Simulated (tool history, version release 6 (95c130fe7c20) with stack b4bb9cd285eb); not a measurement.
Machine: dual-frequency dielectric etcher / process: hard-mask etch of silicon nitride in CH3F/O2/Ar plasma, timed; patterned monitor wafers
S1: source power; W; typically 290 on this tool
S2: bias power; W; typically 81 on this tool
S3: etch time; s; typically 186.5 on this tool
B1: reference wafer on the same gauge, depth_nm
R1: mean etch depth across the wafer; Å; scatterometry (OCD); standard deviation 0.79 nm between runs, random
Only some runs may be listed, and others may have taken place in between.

run   hour   S1   S2     S3     B1    R1
  1    0.0  290   81  186.5  106.1  1106
  2   29.6  290   81  186.5  106.0  1104
  3   57.2  310   81  186.5  105.9  1142
  4   74.7  310   81  186.5  106.0  1141
  5  105.8  310   81  186.5  106.2  1135
  6  136.2  290   81  186.5  106.0  1100
  7  162.8  290   81  186.5  106.1  1087
  8  183.6  290   81  186.5  105.7  1099
  9  211.5  290   81  186.5  105.8  1079
 10  240.3  250   63  165.5  106.2   806
     247.6  -- gauge calibrated
     278.3  -- upper electrode replaced
     280.1  -- wet clean of the chamber
     282.4  -- bias power generator calibrated
 11  282.9  290   81  186.5  105.8  1139
 12  297.0  340   95  156.5  105.7  1099
     302.4  -- source power generator calibrated
 13  313.6  290   81  186.5  106.3  1154
 14  348.4  290   91  186.5  105.9  1205
 15  363.2  340   99  234.0  105.8  1660
 16  389.3  250   76  237.5  106.3  1337
 17  417.3  330   81  142.0  105.8   916
 18  431.2  290   89  210.0  106.1  1343
 19  451.0  290  100  201.0  105.9  1343

Branching from run 19: 4 alternative next runs. What would each branch give?
  A  451.5  320  81  186.5   ?   ?
  B  451.5  290  81  229.5   ?   ?
  C  451.5  290  81  232.5   ?   ?
  D  451.5  350  70  150.5   ?   ?

run     B1    R1
  A  105.8  1176
  B  105.8  1393
  C  105.8  1411
  D  105.8   920
Without the tool's unlogged condition, the same runs would have read:
run    R1
  A  1202
  B  1423
  C  1442
  D   940
